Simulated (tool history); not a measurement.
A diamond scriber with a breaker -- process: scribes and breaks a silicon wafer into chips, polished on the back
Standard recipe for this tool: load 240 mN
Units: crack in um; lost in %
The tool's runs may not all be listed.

run    hour  load  wafers since the last listed run  hours since the diamond tip was replaced  hours since the load on the tip was calibrated  incoming depth of the damage left on the back of the incoming wafer, um  crack  lost
  1       0   240                                 0                                     743.7                                           370.8                                                                     0.05  13.52  1.64
  2    44.5   240                                97                                     788.2                                           415.3                                                                     0.03  13.85  1.66
  3   123.3   240                               173                                       867                                           494.1                                                                     0.03   13.5  1.59
  4   166.2   240                                94                                     909.9                                             537                                                                     0.03  13.87  1.59
  5   238.3   240                               158                                       982                                           609.1                                                                     0.02  14.09  1.47
      253.9  -- load on the tip recalibrated
      259.9  -- diamond tip replaced by a new one
  6   285.8   240                                95                                      25.9                                            31.9                                                                     0.04  13.63  1.52
  7   322.1   240                                79                                      62.2                                            68.2                                                                     0.04  13.47  1.65
  8   385.4   240                               139                                     125.5                                           131.5                                                                     0.05  13.33  1.61
  9   467.2   240                               180                                     207.3                                           213.3                                                                     0.02  13.71   1.7
 10   543.7   240                               168                                     283.8                                           289.8                                                                     0.05  13.08  1.54
 11   650.6   240                               235                                     390.7                                           396.7                                                                     0.02  13.73  1.64
 12   716.3   240                               144                                     456.4                                           462.4                                                                     0.03  13.94  1.49
 13     754   240                                83                                     494.1                                           500.1                                                                     0.01     14  1.53
      823.5  -- load on the tip recalibrated
 14   843.7   240                               193                                     583.8                                            20.2                                                                     0.03  13.34  1.75
 15   932.8   270                               196                                     672.9                                           109.3                                                                     0.03  13.99  1.57
 16  1013.8   240                               178                                     753.9                                           190.3                                                                     0.02  13.18   1.7
 17  1071.3   174                               126                                     811.4                                           247.8                                                                     0.01  11.57  6.61
 18  1113.3   197                                92                                     853.4                                           289.8                                                                     0.04  12.01  3.76
 19  1171.4   240                               127                                     911.5                                           347.9                                                                     0.02  13.25  1.75
 20  1266.8   195                               210                                    1006.9                                           443.3                                                                     0.02  11.84  3.67
 21  1360.5   275                               206                                    1100.6                                             537                                                                     0.02   14.3  1.77
 22  1404.2   176                                96                                    1144.3                                           580.7                                                                     0.01  11.44  6.36
 23  1441.3   240                                81                                    1181.4                                           617.8                                                                     0.03  13.51  1.66
 24  1499.6   240                               128                                    1239.7                                           676.1                                                                     0.05  13.44  1.74
       1510  -- diamond tip replaced by a new one
       1548  -- load on the tip recalibrated
 25  1575.1   218                               157                                      65.1                                            27.1                                                                     0.01   12.9  1.92
 26  1652.2   240                               169                                     142.2                                           104.2                                                                     0.01  13.96  1.56
 27  1939.4   281                               632                                     429.4                                           391.4                                                                     0.02  15.08  2.48
 28  2037.1   217                               215                                     527.1                                           489.1                                                                     0.02  13.46  1.62
 29    2121   214                               184                                       611                                             573                                                                     0.01  12.94  1.72
 30  2196.3   240                               165                                     686.3                                           648.3                                                                     0.03  14.23   1.7
 31  2236.3   263                                88                                     726.3                                           688.3                                                                     0.05  14.62  2.58

Pick out some run-to-run changes in crack. Of each, how much would a tool without hidden state show as well, from the settings, what came in and chance, and how much is left for the hidden state and any gauge scatter not in both results compared?
What the log doesn't record here: share of the diamond tip's cutting effectiveness lost through wear, %; deviation of the load on the tip from its setpoint, %.
Run 5 -> 6: load on the tip recalibrated, diamond tip replaced by a new one. crack -0.46 um: hidden state -0.29, all else -0.17.
Run 13 -> 14: load on the tip recalibrated. crack -0.66 um: hidden state -0.56, all else -0.1.
Run 20 -> 21: load 195 -> 275. crack +2.46 um: hidden state -0.03, all else +2.49.
Run 21 -> 22: load 275 -> 176. crack -2.86 um: hidden state +0.12, all else -2.98.
Run 22 -> 23: load 176 -> 240. crack +2.07 um: hidden state -0.04, all else +2.11.
Run 24 -> 25: load 240 -> 218, diamond tip replaced by a new one, load on the tip recalibrated. crack -0.54 um: hidden state +0.3, all else -0.84.
